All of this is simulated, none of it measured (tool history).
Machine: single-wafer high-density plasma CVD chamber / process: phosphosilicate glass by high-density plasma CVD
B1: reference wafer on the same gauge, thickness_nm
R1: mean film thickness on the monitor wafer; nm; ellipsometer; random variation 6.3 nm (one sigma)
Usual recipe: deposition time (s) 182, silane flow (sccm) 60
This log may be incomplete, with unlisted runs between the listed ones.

{"run": 1, "hour": 0.0, "deposition time (s)": 182, "silane flow (sccm)": 60, "B1": 1020.471, "R1": 1057.152}
{"run": 2, "hour": 13.6, "deposition time (s)": 182, "silane flow (sccm)": 60, "B1": 1021.532, "R1": 1063.318}
{"run": 3, "hour": 20.2, "deposition time (s)": 182, "silane flow (sccm)": 60, "B1": 1019.71, "R1": 1070.697}
{"run": 4, "hour": 29.5, "deposition time (s)": 202, "silane flow (sccm)": 60, "B1": 1019.205, "R1": 1176.095}
{"hour": 38.7, "done": "gauge calibrated"}
{"run": 5, "hour": 46.1, "deposition time (s)": 202, "silane flow (sccm)": 60, "B1": 1020.513, "R1": 1179.585}
{"run": 6, "hour": 58.3, "deposition time (s)": 202, "silane flow (sccm)": 60, "B1": 1017.422, "R1": 1185.582}
{"run": 7, "hour": 73.7, "deposition time (s)": 207, "silane flow (sccm)": 60, "B1": 1018.877, "R1": 1219.532}
{"run": 8, "hour": 82.3, "deposition time (s)": 207, "silane flow (sccm)": 60, "B1": 1018.937, "R1": 1210.405}
{"run": 9, "hour": 99.5, "deposition time (s)": 182, "silane flow (sccm)": 54, "B1": 1020.858, "R1": 952.949}
{"run": 10, "hour": 114.8, "deposition time (s)": 182, "silane flow (sccm)": 51, "B1": 1018.939, "R1": 909.663}
{"run": 11, "hour": 130.9, "deposition time (s)": 206, "silane flow (sccm)": 60, "B1": 1018.38, "R1": 1201.268}
{"run": 12, "hour": 143.8, "deposition time (s)": 206, "silane flow (sccm)": 60, "B1": 1018.306, "R1": 1207.46}
{"run": 13, "hour": 158.0, "deposition time (s)": 206, "silane flow (sccm)": 60, "B1": 1020.316, "R1": 1216.999}
{"run": 14, "hour": 173.8, "deposition time (s)": 165, "silane flow (sccm)": 60, "B1": 1022.885, "R1": 961.048}
{"run": 15, "hour": 192.6, "deposition time (s)": 182, "silane flow (sccm)": 60, "B1": 1019.34, "R1": 1063.525}
{"run": 16, "hour": 208.7, "deposition time (s)": 182, "silane flow (sccm)": 60, "B1": 1020.025, "R1": 1057.763}
{"run": 17, "hour": 215.5, "deposition time (s)": 162, "silane flow (sccm)": 60, "B1": 1020.248, "R1": 956.466}
{"hour": 236.4, "done": "silane flow controller replaced"}
{"run": 18, "hour": 236.9, "deposition time (s)": 162, "silane flow (sccm)": 60, "B1": 1019.952, "R1": 948.244}
{"run": 19, "hour": 247.3, "deposition time (s)": 182, "silane flow (sccm)": 68, "B1": 1020.47, "R1": 1191.069}
{"run": 20, "hour": 265.3, "deposition time (s)": 208, "silane flow (sccm)": 56, "B1": 1020.014, "R1": 1143.47}
{"run": 21, "hour": 280.3, "deposition time (s)": 149, "silane flow (sccm)": 49, "B1": 1019.608, "R1": 712.107}
{"run": 22, "hour": 333.5, "deposition time (s)": 156, "silane flow (sccm)": 66, "B1": 1021.596, "R1": 1003.544}
{"run": 23, "hour": 339.9, "deposition time (s)": 182, "silane flow (sccm)": 60, "B1": 1020.221, "R1": 1057.983}
{"run": 24, "hour": 356.8, "deposition time (s)": 213, "silane flow (sccm)": 67, "B1": 1018.565, "R1": 1400.547}
{"run": 25, "hour": 362.8, "deposition time (s)": 182, "silane flow (sccm)": 60, "B1": 1022.777, "R1": 1061.589}
{"hour": 369.2, "done": "gauge calibrated"}
{"run": 26, "hour": 371.4, "deposition time (s)": 182, "silane flow (sccm)": 69, "B1": 1019.198, "R1": 1212.419}
{"run": 27, "hour": 387.6, "deposition time (s)": 182, "silane flow (sccm)": 72, "B1": 1020.204, "R1": 1279.864}
{"run": 28, "hour": 401.1, "deposition time (s)": 182, "silane flow (sccm)": 49, "B1": 1021.006, "R1": 863.331}
{"run": 29, "hour": 410.8, "deposition time (s)": 163, "silane flow (sccm)": 60, "B1": 1021.528, "R1": 946.745}
{"run": 30, "hour": 423.6, "deposition time (s)": 182, "silane flow (sccm)": 60, "B1": 1018.105, "R1": 1071.889}
{"run": 31, "hour": 430.5, "deposition time (s)": 211, "silane flow (sccm)": 54, "B1": 1020.132, "R1": 1109.025}
{"run": 32, "hour": 436.8, "deposition time (s)": 165, "silane flow (sccm)": 53, "B1": 1021.271, "R1": 850.148}
{"run": 33, "hour": 448.5, "deposition time (s)": 182, "silane flow (sccm)": 60, "B1": 1019.553, "R1": 1076.76}
{"run": 34, "hour": 463.1, "deposition time (s)": 182, "silane flow (sccm)": 60, "B1": 1020.879, "R1": 1059.168}
{"run": 35, "hour": 478.8, "deposition time (s)": 182, "silane flow (sccm)": 70, "B1": 1022.371, "R1": 1248.678}
{"run": 36, "hour": 491.7, "deposition time (s)": 147, "silane flow (sccm)": 51, "B1": 1020.681, "R1": 734.133}
{"run": 37, "hour": 509.0, "deposition time (s)": 161, "silane flow (sccm)": 67, "B1": 1022.948, "R1": 1048.248}

Here are 3 independent what-if runs from the current tool condition. What would each one return?
{"run": "A", "hour": 509.5, "deposition time (s)": 148, "silane flow (sccm)": 60, "B1": "?", "R1": "?"}
{"run": "B", "hour": 509.5, "deposition time (s)": 147, "silane flow (sccm)": 54, "B1": "?", "R1": "?"}
{"run": "C", "hour": 509.5, "deposition time (s)": 172, "silane flow (sccm)": 69, "B1": "?", "R1": "?"}

run=A B1=1020.448 R1=878.237
run=B B1=1020.448 R1=785.073
run=C B1=1020.448 R1=1173.752
With no hidden state in the tool, these same runs would have given:
run=A R1=878.237
run=B R1=785.073
run=C R1=1173.752
